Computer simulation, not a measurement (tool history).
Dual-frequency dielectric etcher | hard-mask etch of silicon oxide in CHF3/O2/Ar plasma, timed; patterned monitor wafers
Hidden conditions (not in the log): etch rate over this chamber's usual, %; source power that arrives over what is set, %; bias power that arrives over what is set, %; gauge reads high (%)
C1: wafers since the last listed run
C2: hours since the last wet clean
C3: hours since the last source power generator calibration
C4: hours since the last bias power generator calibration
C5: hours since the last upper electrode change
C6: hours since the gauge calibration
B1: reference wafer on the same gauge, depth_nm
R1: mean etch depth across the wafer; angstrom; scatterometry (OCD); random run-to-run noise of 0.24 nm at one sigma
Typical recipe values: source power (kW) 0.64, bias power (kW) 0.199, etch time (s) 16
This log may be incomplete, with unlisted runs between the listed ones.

run 1 hour=0 | source_power_(kW)=0.67 bias_power_(kW)=0.199 etch_time_(s)=16 | C1=0 C2=303 C3=1752.8 C4=3171.1 C5=4101.8 C6=1948.7 | B1=32.14 | R1=357.7
-- hour=20.3 source power generator calibrated
run 2 hour=65.1 | source_power_(kW)=0.67 bias_power_(kW)=0.199 etch_time_(s)=16 | C1=521 C2=368.1 C3=44.8 C4=3236.2 C5=4166.9 C6=2013.8 | B1=32.25 | R1=374.7
run 3 hour=164.6 | source_power_(kW)=0.64 bias_power_(kW)=0.176 etch_time_(s)=16 | C1=849 C2=467.6 C3=144.3 C4=3335.7 C5=4266.4 C6=2113.3 | B1=32.16 | R1=349.7
run 4 hour=227.5 | source_power_(kW)=0.64 bias_power_(kW)=0.176 etch_time_(s)=16 | C1=536 C2=530.5 C3=207.2 C4=3398.6 C5=4329.3 C6=2176.2 | B1=32.23 | R1=342.5
-- hour=271.1 wet clean of the chamber
run 5 hour=272.9 | source_power_(kW)=0.64 bias_power_(kW)=0.199 etch_time_(s)=14 | C1=182 C2=1.8 C3=252.6 C4=3444 C5=4374.7 C6=2221.6 | B1=32.27 | R1=328.9
run 6 hour=326.1 | source_power_(kW)=0.64 bias_power_(kW)=0.199 etch_time_(s)=14 | C1=453 C2=55 C3=305.8 C4=3497.2 C5=4427.9 C6=2274.8 | B1=32.3 | R1=325.2
run 7 hour=422.1 | source_power_(kW)=0.64 bias_power_(kW)=0.199 etch_time_(s)=14 | C1=819 C2=151 C3=401.8 C4=3593.2 C5=4523.9 C6=2370.8 | B1=32.12 | R1=322.2
run 8 hour=467.9 | source_power_(kW)=0.64 bias_power_(kW)=0.199 etch_time_(s)=16 | C1=390 C2=196.8 C3=447.6 C4=3639 C5=4569.7 C6=2416.6 | B1=32.25 | R1=366.2
run 9 hour=552.2 | source_power_(kW)=0.64 bias_power_(kW)=0.199 etch_time_(s)=16 | C1=719 C2=281.1 C3=531.9 C4=3723.3 C5=4654 C6=2500.9 | B1=32.26 | R1=366.3
-- hour=597.9 gauge calibrated
run 10 hour=628.1 | source_power_(kW)=0.64 bias_power_(kW)=0.199 etch_time_(s)=16 | C1=647 C2=357 C3=607.8 C4=3799.2 C5=4729.9 C6=30.2 | B1=32.25 | R1=358.5
run 11 hour=727 | source_power_(kW)=0.54 bias_power_(kW)=0.199 etch_time_(s)=16 | C1=843 C2=455.9 C3=706.7 C4=3898.1 C5=4828.8 C6=129.1 | B1=32.19 | R1=322.6
-- hour=864.9 wet clean of the chamber
run 12 hour=1000.8 | source_power_(kW)=0.54 bias_power_(kW)=0.199 etch_time_(s)=16 | C1=2131 C2=135.9 C3=980.5 C4=4171.9 C5=5102.6 C6=402.9 | B1=32.22 | R1=329.3
run 13 hour=1058.8 | source_power_(kW)=0.64 bias_power_(kW)=0.199 etch_time_(s)=16 | C1=494 C2=193.9 C3=1038.5 C4=4229.9 C5=5160.6 C6=460.9 | B1=32.27 | R1=365.6
run 14 hour=1142.7 | source_power_(kW)=0.64 bias_power_(kW)=0.199 etch_time_(s)=16 | C1=715 C2=277.8 C3=1122.4 C4=4313.8 C5=5244.5 C6=544.8 | B1=32.23 | R1=357.6
-- hour=1156.4 bias power generator calibrated
run 15 hour=1224.6 | source_power_(kW)=0.55 bias_power_(kW)=0.243 etch_time_(s)=20 | C1=664 C2=359.7 C3=1204.3 C4=68.2 C5=5326.4 C6=626.7 | B1=32.18 | R1=432.6
run 16 hour=1330.4 | source_power_(kW)=0.64 bias_power_(kW)=0.199 etch_time_(s)=16 | C1=902 C2=465.5 C3=1310.1 C4=174 C5=5432.2 C6=732.5 | B1=32.24 | R1=351.7
run 17 hour=1426.9 | source_power_(kW)=0.64 bias_power_(kW)=0.199 etch_time_(s)=19 | C1=823 C2=562 C3=1406.6 C4=270.5 C5=5528.7 C6=829 | B1=32.2 | R1=412.6
-- hour=1456 wet clean of the chamber
run 18 hour=1495.5 | source_power_(kW)=0.7 bias_power_(kW)=0.238 etch_time_(s)=14 | C1=380 C2=39.5 C3=1475.2 C4=339.1 C5=5597.3 C6=897.6 | B1=32.17 | R1=352.7
run 19 hour=1533.3 | source_power_(kW)=0.49 bias_power_(kW)=0.225 etch_time_(s)=17.5 | C1=322 C2=77.3 C3=1513 C4=376.9 C5=5635.1 C6=935.4 | B1=32.2 | R1=341.8
-- hour=1539.6 source power generator calibrated
run 20 hour=1570.5 | source_power_(kW)=0.8 bias_power_(kW)=0.159 etch_time_(s)=12.5 | C1=283 C2=114.5 C3=30.9 C4=414.1 C5=5672.3 C6=972.6 | B1=32.2 | R1=303.1
run 21 hour=1642.5 | source_power_(kW)=0.64 bias_power_(kW)=0.173 etch_time_(s)=16 | C1=614 C2=186.5 C3=102.9 C4=486.1 C5=5744.3 C6=1044.6 | B1=32.28 | R1=343.4
-- hour=1702.9 upper electrode replaced
run 22 hour=1703.4 | source_power_(kW)=0.64 bias_power_(kW)=0.199 etch_time_(s)=16 | C1=314 C2=247.4 C3=163.8 C4=547 C5=0.5 C6=1105.5 | B1=32.22 | R1=363.1
run 23 hour=1768.5 | source_power_(kW)=0.64 bias_power_(kW)=0.199 etch_time_(s)=16 | C1=555 C2=312.5 C3=228.9 C4=612.1 C5=65.6 C6=1170.6 | B1=32.07 | R1=356.6
run 24 hour=1866.9 | source_power_(kW)=0.64 bias_power_(kW)=0.199 etch_time_(s)=16 | C1=839 C2=410.9 C3=327.3 C4=710.5 C5=164 C6=1269 | B1=32.22 | R1=350.5
run 25 hour=1956.1 | source_power_(kW)=0.54 bias_power_(kW)=0.199 etch_time_(s)=12.5 | C1=761 C2=500.1 C3=416.5 C4=799.7 C5=253.2 C6=1358.2 | B1=32.18 | R1=244.2
-- hour=1980.3 wet clean of the chamber
run 26 hour=2063 | source_power_(kW)=0.74 bias_power_(kW)=0.246 etch_time_(s)=16 | C1=707 C2=82.7 C3=523.4 C4=906.6 C5=360.1 C6=1465.1 | B1=32.18 | R1=424.3
run 27 hour=2109.1 | source_power_(kW)=0.64 bias_power_(kW)=0.237 etch_time_(s)=12.5 | C1=393 C2=128.8 C3=569.5 C4=952.7 C5=406.2 C6=1511.2 | B1=32.22 | R1=300.5
run 28 hour=2183.6 | source_power_(kW)=0.64 bias_power_(kW)=0.199 etch_time_(s)=13 | C1=635 C2=203.3 C3=644 C4=1027.2 C5=480.7 C6=1585.7 | B1=32.23 | R1=293

What if the next run were any one of these 5? Each begins from the tool's condition after run 28:
run A hour=2184 | source_power_(kW)=0.64 bias_power_(kW)=0.199 etch_time_(s)=16 | C1=3 C2=203.7 C3=644.4 C4=1027.6 C5=481.1 C6=1586.1 | B1=? | R1=?
run B hour=2184 | source_power_(kW)=0.49 bias_power_(kW)=0.18 etch_time_(s)=16 | C1=3 C2=203.7 C3=644.4 C4=1027.6 C5=481.1 C6=1586.1 | B1=? | R1=?
run C hour=2184 | source_power_(kW)=0.49 bias_power_(kW)=0.245 etch_time_(s)=16 | C1=3 C2=203.7 C3=644.4 C4=1027.6 C5=481.1 C6=1586.1 | B1=? | R1=?
run D hour=2184 | source_power_(kW)=0.78 bias_power_(kW)=0.199 etch_time_(s)=16 | C1=3 C2=203.7 C3=644.4 C4=1027.6 C5=481.1 C6=1586.1 | B1=? | R1=?
run E hour=2184 | source_power_(kW)=0.69 bias_power_(kW)=0.199 etch_time_(s)=18.5 | C1=3 C2=203.7 C3=644.4 C4=1027.6 C5=481.1 C6=1586.1 | B1=? | R1=?

run=A B1=32.13 R1=361.3
run=B B1=32.13 R1=293.5
run=C B1=32.13 R1=322.8
run=D B1=32.13 R1=405.2
run=E B1=32.13 R1=437
Without the tool's hidden state the same runs would have given:
run=A R1=371.4
run=B R1=301.7
run=C R1=331.7
run=D R1=416.5
run=E R1=449.2

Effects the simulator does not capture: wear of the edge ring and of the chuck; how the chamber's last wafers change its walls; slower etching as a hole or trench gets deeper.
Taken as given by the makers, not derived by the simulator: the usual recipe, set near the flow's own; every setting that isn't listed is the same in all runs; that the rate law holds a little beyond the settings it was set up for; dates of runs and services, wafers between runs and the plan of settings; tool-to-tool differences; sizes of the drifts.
